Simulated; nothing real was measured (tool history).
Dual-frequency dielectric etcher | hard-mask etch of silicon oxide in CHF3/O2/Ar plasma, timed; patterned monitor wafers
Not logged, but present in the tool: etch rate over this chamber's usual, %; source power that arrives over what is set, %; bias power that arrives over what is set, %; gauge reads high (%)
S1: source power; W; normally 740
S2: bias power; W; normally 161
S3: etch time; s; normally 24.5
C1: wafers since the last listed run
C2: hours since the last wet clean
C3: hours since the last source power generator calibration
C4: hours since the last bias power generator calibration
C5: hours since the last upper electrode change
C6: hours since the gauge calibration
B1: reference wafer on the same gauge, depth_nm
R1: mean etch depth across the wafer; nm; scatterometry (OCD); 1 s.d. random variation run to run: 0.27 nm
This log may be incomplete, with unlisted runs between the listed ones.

Run 1, day 0.000: usual settings but S1 810 W; C1 0; C2 165.3; C3 2884.6; C4 4617.2; C5 5751.3; C6 121.6; B1 45.4. Result: R1 51.6 nm.
Run 2, day 0.692: usual settings but S1 810 W; C1 187; C2 181.9; C3 2901.2; C4 4633.8; C5 5767.9; C6 138.2; B1 45.4. Result: R1 51.8 nm.
Run 3, day 1.308: usual settings; C1 166; C2 196.7; C3 2916.0; C4 4648.6; C5 5782.7; C6 153.0; B1 45.5. Result: R1 50.5 nm.
Run 4, day 2.346: usual settings; C1 280; C2 221.6; C3 2940.9; C4 4673.5; C5 5807.6; C6 177.9; B1 45.5. Result: R1 50.2 nm.
Run 5, day 2.896: usual settings; C1 148; C2 234.8; C3 2954.1; C4 4686.7; C5 5820.8; C6 191.1; B1 45.4. Result: R1 50.7 nm.
Run 6, day 3.517: usual settings but S3 20.5 s; C1 168; C2 249.7; C3 2969.0; C4 4701.6; C5 5835.7; C6 206.0; B1 45.4. Result: R1 42.6 nm.
Run 7, day 4.171: usual settings but S3 20.5 s; C1 177; C2 265.4; C3 2984.7; C4 4717.3; C5 5851.4; C6 221.7; B1 45.4. Result: R1 42.4 nm.
Run 8, day 5.000: usual settings; C1 224; C2 285.3; C3 3004.6; C4 4737.2; C5 5871.3; C6 241.6; B1 45.3. Result: R1 50.8 nm.
Run 9, day 5.867: usual settings but S2 139 W; C1 234; C2 306.1; C3 3025.4; C4 4758.0; C5 5892.1; C6 262.4; B1 45.5. Result: R1 47.8 nm.
Run 10, day 7.121: usual settings; C1 339; C2 336.2; C3 3055.5; C4 4788.1; C5 5922.2; C6 292.5; B1 45.4. Result: R1 51.0 nm.
Run 11, day 8.100: usual settings; C1 265; C2 359.7; C3 3079.0; C4 4811.6; C5 5945.7; C6 316.0; B1 45.4. Result: R1 51.2 nm.
Run 12, day 9.038: usual settings; C1 253; C2 382.2; C3 3101.5; C4 4834.1; C5 5968.2; C6 338.5; B1 45.4. Result: R1 51.1 nm.
At day 10.488: upper electrode replaced.
Run 13, day 10.508: usual settings; C1 127; C2 417.5; C3 3136.8; C4 4869.4; C5 0.5; C6 373.8; B1 45.3. Result: R1 51.0 nm.
Run 14, day 10.554: usual settings; C1 12; C2 418.6; C3 3137.9; C4 4870.5; C5 1.6; C6 374.9; B1 45.4. Result: R1 51.8 nm.
At day 11.171: bias power generator calibrated.
Run 15, day 11.325: usual settings; C1 163; C2 437.1; C3 3156.4; C4 3.7; C5 20.1; C6 393.4; B1 45.4. Result: R1 51.2 nm.
At day 12.079: gauge calibrated.
Run 16, day 12.300: usual settings; C1 264; C2 460.5; C3 3179.8; C4 27.1; C5 43.5; C6 5.3; B1 45.4. Result: R1 51.5 nm.
At day 14.175: source power generator calibrated.
At day 16.067: wet clean of the chamber.
Run 17, day 16.221: usual settings but S2 145 W, S3 31.0 s; C1 745; C2 3.7; C3 49.1; C4 121.2; C5 137.6; C6 99.4; B1 45.4. Result: R1 61.3 nm.
Run 18, day 17.192: usual settings but S1 600 W, S2 195 W; C1 262; C2 27.0; C3 72.4; C4 144.5; C5 160.9; C6 122.7; B1 45.4. Result: R1 50.7 nm.
Run 19, day 17.708: usual settings but S1 790 W; C1 139; C2 39.4; C3 84.8; C4 156.9; C5 173.3; C6 135.1; B1 45.4. Result: R1 51.0 nm.
Run 20, day 18.796: usual settings but S1 570 W; C1 294; C2 65.5; C3 110.9; C4 183.0; C5 199.4; C6 161.2; B1 45.4. Result: R1 47.4 nm.
Run 21, day 19.738: usual settings but S1 850 W; C1 255; C2 88.1; C3 133.5; C4 205.6; C5 222.0; C6 183.8; B1 45.5. Result: R1 52.2 nm.
Run 22, day 20.300: usual settings but S1 670 W, S2 190 W, S3 17.5 s; C1 152; C2 101.6; C3 147.0; C4 219.1; C5 235.5; C6 197.3; B1 45.4. Result: R1 37.4 nm.
Run 23, day 21.612: usual settings but S2 140 W, S3 30.5 s; C1 355; C2 133.1; C3 178.5; C4 250.6; C5 267.0; C6 228.8; B1 45.4. Result: R1 59.8 nm.
Run 24, day 22.383: usual settings; C1 208; C2 151.6; C3 197.0; C4 269.1; C5 285.5; C6 247.3; B1 45.4. Result: R1 50.1 nm.
Run 25, day 23.429: usual settings but S1 920 W, S2 189 W; C1 283; C2 176.7; C3 222.1; C4 294.2; C5 310.6; C6 272.4; B1 45.4. Result: R1 56.6 nm.
Run 26, day 24.271: usual settings; C1 227; C2 196.9; C3 242.3; C4 314.4; C5 330.8; C6 292.6; B1 45.4. Result: R1 50.7 nm.
Run 27, day 24.962: usual settings but S1 870 W, S2 187 W, S3 26.5 s; C1 187; C2 213.5; C3 258.9; C4 331.0; C5 347.4; C6 309.2; B1 45.4. Result: R1 60.6 nm.
Run 28, day 25.550: usual settings but S1 670 W, S2 176 W, S3 29.0 s; C1 159; C2 227.6; C3 273.0; C4 345.1; C5 361.5; C6 323.3; B1 45.4. Result: R1 60.2 nm.

Here are 5 independent what-if runs from the current tool condition. What would each one return?
Run A, day 25.567: usual settings but S3 30.5 s; C1 4; C2 228.0; C3 273.4; C4 345.5; C5 361.9; C6 323.7; B1 ?. Result: R1 ?.
Run B, day 25.567: usual settings but S1 860 W, S3 30.0 s; C1 4; C2 228.0; C3 273.4; C4 345.5; C5 361.9; C6 323.7; B1 ?. Result: R1 ?.
Run C, day 25.567: usual settings but S1 830 W, S2 180 W, S3 27.5 s; C1 4; C2 228.0; C3 273.4; C4 345.5; C5 361.9; C6 323.7; B1 ?. Result: R1 ?.
Run D, day 25.567: usual settings but S1 620 W, S2 188 W, S3 21.5 s; C1 4; C2 228.0; C3 273.4; C4 345.5; C5 361.9; C6 323.7; B1 ?. Result: R1 ?.
Run E, day 25.567: usual settings but S1 600 W, S3 29.5 s; C1 4; C2 228.0; C3 273.4; C4 345.5; C5 361.9; C6 323.7; B1 ?. Result: R1 ?.

run    B1    R1
  A  45.3  62.6
  B  45.3  64.0
  C  45.3  60.5
  D  45.3  44.8
  E  45.3  57.6
Take away the tool's hidden state, keep each run's random variation, and the runs would have read:
run    R1
  A  61.1
  B  62.4
  C  59.0
  D  43.7
  E  56.2

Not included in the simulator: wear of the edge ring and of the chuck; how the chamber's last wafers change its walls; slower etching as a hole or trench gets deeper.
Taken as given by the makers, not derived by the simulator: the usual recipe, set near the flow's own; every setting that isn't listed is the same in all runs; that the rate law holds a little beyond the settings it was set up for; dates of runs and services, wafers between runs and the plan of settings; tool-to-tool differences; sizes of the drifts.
